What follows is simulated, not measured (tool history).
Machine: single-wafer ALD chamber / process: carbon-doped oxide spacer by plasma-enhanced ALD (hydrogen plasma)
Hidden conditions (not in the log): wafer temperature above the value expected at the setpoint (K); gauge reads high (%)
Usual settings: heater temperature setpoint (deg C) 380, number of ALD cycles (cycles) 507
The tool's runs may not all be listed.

run   hour  heater temperature setpoint (deg C)  number of ALD cycles (cycles)  wafers since the last listed run  hours since the last thermocouple change  hours since the gauge calibration  read-back reference wafer on the same gauge, thickness_nm  mean film thickness on the monitor wafer (Å)
  1      0                                  380                            574                                 0                                    1424.9                              161.1                                                     30.146                                        287.52
  2   10.6                                  380                            574                                 5                                    1435.5                              171.7                                                     30.133                                        286.86
  3   23.5                                  380                            574                                 6                                    1448.4                              184.6                                                     30.143                                        287.03
  4   30.1                                  380                            507                                 3                                      1455                              191.2                                                      30.12                                        253.09
  5   36.4                                  370                            507                                 3                                    1461.3                              197.5                                                     30.138                                        253.68
  6   85.4                                  370                            507                                24                                    1510.3                              246.5                                                       30.1                                        253.87
  7   99.3                                  370                            507                                 6                                    1524.2                              260.4                                                     30.078                                        253.32
  8  138.7                                  380                            571                                19                                    1563.6                              299.8                                                     30.048                                        284.16
  9  149.1                                  380                            571                                 5                                      1574                              310.2                                                     30.026                                        283.77
 10  159.1                                  380                            571                                 4                                      1584                              320.2                                                     30.006                                        284.84
 11  170.7                                  390                            532                                 5                                    1595.6                              331.8                                                     30.009                                        264.92
 12  184.9                                  390                            532                                 7                                    1609.8                                346                                                     30.013                                        264.53
 13    196                                  370                            567                                 5                                    1620.9                              357.1                                                      29.99                                         281.8
 14  224.9                                  388                            546                                14                                    1649.8                                386                                                     29.976                                        271.56

The next listed run, before its measurement:
 15  240.8                                  386                            473                                 7                                    1665.7                              401.9                                                          ?                                             ?

read-back reference wafer on the same gauge, thickness_nm: 29.976
mean film thickness on the monitor wafer (Å): 235.32
With no hidden state in the tool, this same run would have given mean film thickness on the monitor wafer (Å) 237.99.
